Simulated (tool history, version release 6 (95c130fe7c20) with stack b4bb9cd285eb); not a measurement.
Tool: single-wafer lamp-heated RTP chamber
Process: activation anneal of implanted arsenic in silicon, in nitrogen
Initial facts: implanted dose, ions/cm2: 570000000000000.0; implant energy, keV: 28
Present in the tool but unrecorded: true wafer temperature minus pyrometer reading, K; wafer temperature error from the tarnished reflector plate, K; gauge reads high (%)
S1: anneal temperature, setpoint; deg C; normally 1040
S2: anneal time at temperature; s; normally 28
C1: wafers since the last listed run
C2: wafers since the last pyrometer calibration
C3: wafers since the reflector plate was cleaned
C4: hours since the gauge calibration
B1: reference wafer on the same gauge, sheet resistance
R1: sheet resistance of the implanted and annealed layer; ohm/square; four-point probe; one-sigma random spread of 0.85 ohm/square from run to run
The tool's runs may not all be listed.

run,hour,S1,S2,C1,C2,C3,C4,B1,R1
1,0,1040,15,0,5948,4352,2257.3,206.9,184.33
# hour 13.8: pyrometer window cleaned and pyrometer calibrated
2,52.2,1040,15,469,408,4822,2309.5,206.96,183.62
3,125.5,1040,28,779,1187,5601,2382.8,207.27,181.43
4,230.7,1040,28,1118,2306,6720,2488,207.24,179.43
# hour 241.3: reflector plate cleaned
5,327.3,1040,28,941,3247,914,2584.6,207.16,181.12
6,368.6,1040,36,439,3686,1353,2625.9,207.24,178.44
7,471.6,1031,28,1094,4781,2447,2728.9,206.67,183.24
8,527.7,1031,28,596,5378,3044,2785,207.14,182.65
# hour 638: pyrometer window cleaned and pyrometer calibrated
9,638.5,1060,21,1092,5,4137,2895.8,206.88,179.07
# hour 643.8: gauge calibrated
10,700.3,1060,21,656,662,4794,56.5,206.49,181.15
11,750.1,1060,21,529,1191,5323,106.3,206.78,181.02
# hour 782.9: reflector plate cleaned
12,793,1040,28,370,1562,107,149.2,206.57,181.33
13,832.2,1040,28,416,1979,523,188.4,207.17,179.76
14,887.7,1063,37,589,2569,1113,243.9,206.65,175.32
15,983.8,1040,40,1021,3590,2135,340,206.79,178.24
16,1057.5,1040,28,783,4374,2918,413.7,207.02,179.38
17,1113.5,1060,28,595,4969,3513,469.7,207.22,178.96
18,1217.2,1024,37,1102,6071,4616,573.4,206.97,181.13
# hour 1292.8: pyrometer window cleaned and pyrometer calibrated
19,1310.2,1040,28,903,184,5519,666.4,206.92,180.01
# hour 1362.6: reflector plate cleaned
20,1392.2,1060,11,786,971,314,748.4,206.64,183.19
21,1483.8,1011,41,973,1944,1287,840,206.59,183.05
22,1549.3,1019,22,696,2641,1984,905.5,207.27,185.32
23,1655.3,1023,22,1126,3767,3111,1011.5,206.8,184.9
24,1706.4,1067,28,543,4311,3654,1062.6,207.08,177.17
25,1797.3,1062,43,966,5277,4620,1153.5,207.24,175.33
26,1897.8,1067,35,1068,6345,5688,1254,206.88,173.56
# hour 1929.2: reflector plate cleaned
# hour 1930: pyrometer window cleaned and pyrometer calibrated
27,1996.2,1040,28,952,703,703,1352.4,207.11,181.31
28,2073.5,1029,39,821,1524,1524,1429.7,206.84,181.08
29,2178.9,1040,28,1120,2645,2645,1535.1,207.14,180.02
30,2229.4,1065,22,536,3182,3182,1585.6,206.92,178.08
31,2330.1,1059,38,1070,4252,4252,1686.3,206.94,176.64
32,2375.5,1040,35,482,4735,4735,1731.7,206.96,179.35
# hour 2456.9: reflector plate cleaned
33,2468,1040,28,898,5633,117,1824.2,207.19,181.33
34,2514.6,1062,18,495,6128,613,1870.8,207.06,181.92
# hour 2530.6: pyrometer window cleaned and pyrometer calibrated
35,2580.9,1040,28,619,535,1232,1937.1,206.85,180.78

Each row is a separate what-if for the run after 35, all from the same tool condition, not one after another. Results?
A,2581.3,1040,28,4,539,1237,1937.5,?,?
B,2581.3,1023,16,4,539,1237,1937.5,?,?
C,2581.3,1049,17,4,539,1237,1937.5,?,?
D,2581.3,1024,42,4,539,1237,1937.5,?,?
E,2581.3,1068,35,4,539,1237,1937.5,?,?

run,B1,R1
A,206.98,180.11
B,206.98,184.83
C,206.98,181.64
D,206.98,179.94
E,206.98,174.68
What these runs would have given with no unlogged condition in the tool:
run,R1
A,180.11
B,184.83
C,181.64
D,179.94
E,174.68
